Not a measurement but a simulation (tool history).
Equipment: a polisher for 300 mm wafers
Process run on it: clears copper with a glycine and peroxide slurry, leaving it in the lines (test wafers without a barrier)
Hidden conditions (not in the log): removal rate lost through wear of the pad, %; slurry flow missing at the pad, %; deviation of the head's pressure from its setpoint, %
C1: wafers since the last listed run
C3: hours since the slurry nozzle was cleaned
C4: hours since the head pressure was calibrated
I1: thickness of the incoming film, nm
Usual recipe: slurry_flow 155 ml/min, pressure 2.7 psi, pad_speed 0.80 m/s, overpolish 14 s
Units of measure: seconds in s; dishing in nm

Run 1, hour 0.0: usual settings but pad_speed 0.74 m/s; C1 0; wafers polished on this pad 632; C3 224.1; C4 591.0; I1 324.7. Result: seconds 83.4 s, dishing 34.2 nm.
Run 2, hour 59.1: usual settings but pad_speed 0.74 m/s; C1 403; wafers polished on this pad 1035; C3 283.2; C4 650.1; I1 330.1. Result: seconds 85.8 s, dishing 33.2 nm.
At hour 126.5: worn pad replaced by a new one.
Run 3, hour 127.0: usual settings; C1 435; wafers polished on this pad 3; C3 351.1; C4 718.0; I1 330.8. Result: seconds 85.1 s, dishing 34.6 nm.
Run 4, hour 231.5: usual settings; C1 712; wafers polished on this pad 716; C3 455.6; C4 822.5; I1 333.2. Result: seconds 87.5 s, dishing 33.7 nm.
Run 5, hour 278.3: usual settings; C1 319; wafers polished on this pad 1035; C3 502.4; C4 869.3; I1 335.7. Result: seconds 89.2 s, dishing 32.6 nm.
At hour 288.8: slurry nozzle cleaned.
At hour 317.2: worn pad replaced by a new one.
Run 6, hour 323.5: usual settings but overpolish 8 s; C1 274; wafers polished on this pad 42; C3 34.7; C4 914.5; I1 328.3. Result: seconds 78.3 s, dishing 21.6 nm.
Run 7, hour 382.6: usual settings but overpolish 8 s; C1 403; wafers polished on this pad 446; C3 93.8; C4 973.6; I1 333.5. Result: seconds 81.0 s, dishing 22.2 nm.
Run 8, hour 435.7: usual settings but slurry_flow 115 ml/min, overpolish 21 s; C1 362; wafers polished on this pad 808; C3 146.9; C4 1026.7; I1 332.2. Result: seconds 89.6 s, dishing 44.6 nm.
Run 9, hour 494.1: usual settings; C1 398; wafers polished on this pad 1206; C3 205.3; C4 1085.1; I1 333.4. Result: seconds 82.6 s, dishing 34.0 nm.
At hour 522.2: worn pad replaced by a new one.
Run 10, hour 566.9: usual settings but pad_speed 0.58 m/s, overpolish 21 s; C1 469; wafers polished on this pad 304; C3 278.1; C4 1157.9; I1 330.8. Result: seconds 108.6 s, dishing 39.4 nm.
Run 11, hour 640.3: usual settings but overpolish 8 s; C1 500; wafers polished on this pad 805; C3 351.5; C4 1231.3; I1 331.3. Result: seconds 87.8 s, dishing 20.6 nm.
At hour 650.1: head pressure recalibrated.
At hour 729.7: worn pad replaced by a new one.
Run 12, hour 737.3: usual settings but slurry_flow 210 ml/min, overpolish 10 s; C1 620; wafers polished on this pad 52; C3 448.5; C4 87.2; I1 328.3. Result: seconds 76.1 s, dishing 27.0 nm.
At hour 768.4: slurry nozzle cleaned.
Run 13, hour 823.6: usual settings but pressure 3.1 psi, overpolish 9 s; C1 581; wafers polished on this pad 634; C3 55.2; C4 173.5; I1 331.2. Result: seconds 69.5 s, dishing 26.8 nm.
Run 14, hour 883.2: usual settings but slurry_flow 110 ml/min, overpolish 12 s; C1 406; wafers polished on this pad 1040; C3 114.8; C4 233.1; I1 333.5. Result: seconds 88.0 s, dishing 29.1 nm.
At hour 936.9: worn pad replaced by a new one.
Run 15, hour 960.4: usual settings but pad_speed 0.58 m/s; C1 499; wafers polished on this pad 160; C3 192.0; C4 310.3; I1 326.4. Result: seconds 102.1 s, dishing 29.0 nm.

Across each entry between runs, compare the hidden state at the last listed run before it with the hidden state at the first listed run after it:
Between runs 2 and 3: worn pad replaced by a new one (hour 126.5)
  slurry flow missing at the pad, %: 22.6 -> 27.3; deviation of the head's pressure from its setpoint, %: -4.99 -> -5.59
  what was measured, less what the result would be without the hidden state, seconds: +7.6 -> +9.2 s; dishing: -2.7 -> -3.5 nm
Between runs 5 and 6: slurry nozzle cleaned (hour 288.8); worn pad replaced by a new one (hour 317.2)
  slurry flow missing at the pad, %: 37.6 -> 4.91; deviation of the head's pressure from its setpoint, %: -6.92 -> -7.32
  what was measured, less what the result would be without the hidden state, seconds: +14.0 -> +5.1 s; dishing: -5.0 -> -1.3 nm
Between runs 9 and 10: worn pad replaced by a new one (hour 522.2)
  slurry flow missing at the pad, %: 16.5 -> 21.5; deviation of the head's pressure from its setpoint, %: -8.83 -> -9.47
  what was measured, less what the result would be without the hidden state, seconds: +8.4 -> +12.4 s; dishing: -3.2 -> -4.1 nm
Between runs 11 and 12: head pressure recalibrated (hour 650.1); worn pad replaced by a new one (hour 729.7)
  slurry flow missing at the pad, %: 26.5 -> 33.1; deviation of the head's pressure from its setpoint, %: -10.1 -> -2.33
  what was measured, less what the result would be without the hidden state, seconds: +12.1 -> +6.3 s; dishing: -3.0 -> -2.1 nm
Between runs 12 and 13: slurry nozzle cleaned (hour 768.4)
  slurry flow missing at the pad, %: 33.1 -> 11.1; deviation of the head's pressure from its setpoint, %: -2.33 -> -3.09
  what was measured, less what the result would be without the hidden state, seconds: +6.3 -> +3.2 s; dishing: -2.1 -> -1.1 nm
Between runs 14 and 15: worn pad replaced by a new one (hour 936.9)
  slurry flow missing at the pad, %: 15.1 -> 20.4; deviation of the head's pressure from its setpoint, %: -3.62 -> -4.3
  what was measured, less what the result would be without the hidden state, seconds: +6.4 -> +7.8 s; dishing: -1.9 -> -2.1 nm

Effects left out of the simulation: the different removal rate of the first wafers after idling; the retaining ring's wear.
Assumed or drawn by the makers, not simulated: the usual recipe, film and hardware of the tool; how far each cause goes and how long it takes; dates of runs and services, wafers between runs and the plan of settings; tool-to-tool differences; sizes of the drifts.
